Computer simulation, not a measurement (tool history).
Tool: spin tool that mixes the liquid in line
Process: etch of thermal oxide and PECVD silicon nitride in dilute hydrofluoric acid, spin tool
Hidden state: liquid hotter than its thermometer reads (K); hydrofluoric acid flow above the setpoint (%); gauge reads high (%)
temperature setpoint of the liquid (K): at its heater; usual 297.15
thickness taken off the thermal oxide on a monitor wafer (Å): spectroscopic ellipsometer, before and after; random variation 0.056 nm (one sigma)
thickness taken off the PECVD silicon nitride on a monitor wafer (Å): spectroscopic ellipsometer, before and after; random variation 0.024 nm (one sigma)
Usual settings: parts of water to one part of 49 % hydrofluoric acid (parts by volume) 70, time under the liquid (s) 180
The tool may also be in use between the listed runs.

run	hour	temperature setpoint of the liquid (K)	parts of water to one part of 49 % hydrofluoric acid (parts by volume)	time under the liquid (s)	wafers since the last listed run	hours since the thermometer was replaced	hours since the hydrofluoric acid flow meter was replaced	hours since the gauge calibration	read-back film thickness of the thermal oxide reference wafer, read on the same gauge (nm)	read-back film thickness of the PECVD silicon nitride reference wafer, read on the same gauge (nm)	thickness taken off the thermal oxide on a monitor wafer (Å)	thickness taken off the PECVD silicon nitride on a monitor wafer (Å)
1	0	297.15	70	180	0	15	1090.6	552.5	29.99	70.02	128.6	66.9
2	24.5	297.15	70	180	111	39.5	1115.1	577	29.99	70.01	128.8	67.1
3	72.8	297.15	70	180	220	87.8	1163.4	625.3	29.99	70.02	129.3	67.7
4	100.2	294.65	70	180	125	115.2	1190.8	652.7	30	69.99	116.4	57.3
5	125.1	294.65	70	180	113	140.1	1215.7	677.6	29.96	69.99	117.3	57.2
6	187	294.65	70	180	282	202	1277.6	739.5	29.99	69.98	116.9	57.7
7	204.1	297.15	70	100	78	219.1	1294.7	756.6	29.99	69.99	72.3	38.2
8	239.6	297.15	70	100	161	254.6	1330.2	792.1	29.99	69.96	72.3	38.2
9	341.6	297.15	70	100	465	356.6	1432.2	894.1	29.99	69.99	72.8	38.8
10	376.3	297.15	70	180	158	391.3	1466.9	928.8	30.03	69.99	130.8	69.7
11	407.6	297.15	70	180	142	422.6	1498.2	960.1	29.97	70	131.3	69.9
12	438.4	297.15	70	180	140	453.4	1529	990.9	30.02	70.04	131.7	70.8
13	456.8	299.65	50	180	83	471.8	1547.4	1009.3	29.98	70	210.8	115.5
14	486.6	297.15	70	180	135	501.6	1577.2	1039.1	30.01	70.04	131.7	70.9
# hour 511.6: hydrofluoric acid flow meter replaced
15	522.5	297.15	70	180	159	537.5	10.9	1075	29.98	69.99	132.9	71.4
16	552.2	297.15	70	180	135	567.2	40.6	1104.7	29.99	70.01	133.1	71.2
17	580.1	297.15	60	235	127	595.1	68.5	1132.6	30	69.99	205.3	108.1
18	602.2	297.15	70	180	100	617.2	90.6	1154.7	29.99	70.05	133.7	71.2
# hour 618.7: gauge calibrated
19	638.3	297.15	70	250	164	653.3	126.7	19.6	30.01	69.97	185.1	99.8
20	671.2	300.65	85	290	150	686.2	159.6	52.5	29.99	69.97	200.9	120.6
21	704.1	297.15	70	180	150	719.1	192.5	85.4	30.04	69.98	134.9	72.2
# hour 717.6: thermometer replaced
22	731.3	297.15	85	230	119	13.7	219.7	112.6	30.02	69.98	132.7	71
23	823.5	300.15	45	90	420	105.9	311.9	204.8	30.03	70.04	117.5	63.4
24	845.5	297.15	40	275	100	127.9	333.9	226.8	30.01	69.97	360.6	179.1
25	879.7	292.65	80	250	156	162.1	368.1	261	30.02	69.97	129.8	61.1
26	909.2	299.15	55	135	134	191.6	397.6	290.5	30.02	70	137.2	74.3

Hidden state at the last listed run before each entry between runs and at the first one after, where it differs:
Between runs 14 and 15: hydrofluoric acid flow meter replaced (hour 511.6)
  liquid hotter than its thermometer reads (K): 0.89 -> 0.95
  measured less the result without the state, thickness taken off the thermal oxide on a monitor wafer (Å): +4.7 -> +5; thickness taken off the PECVD silicon nitride on a monitor wafer (Å): +4.1 -> +4.4
Between runs 18 and 19: gauge calibrated (hour 618.7)
  liquid hotter than its thermometer reads (K): 1.08 -> 1.14
  measured less the result without the state, thickness taken off the thermal oxide on a monitor wafer (Å): +5.7 -> +8.3; thickness taken off the PECVD silicon nitride on a monitor wafer (Å): +5 -> +7.3
Between runs 21 and 22: thermometer replaced (hour 717.6)
  liquid hotter than its thermometer reads (K): 1.25 -> 0.087
  measured less the result without the state, thickness taken off the thermal oxide on a monitor wafer (Å): +6.6 -> +0.5; thickness taken off the PECVD silicon nitride on a monitor wafer (Å): +5.7 -> +0.4
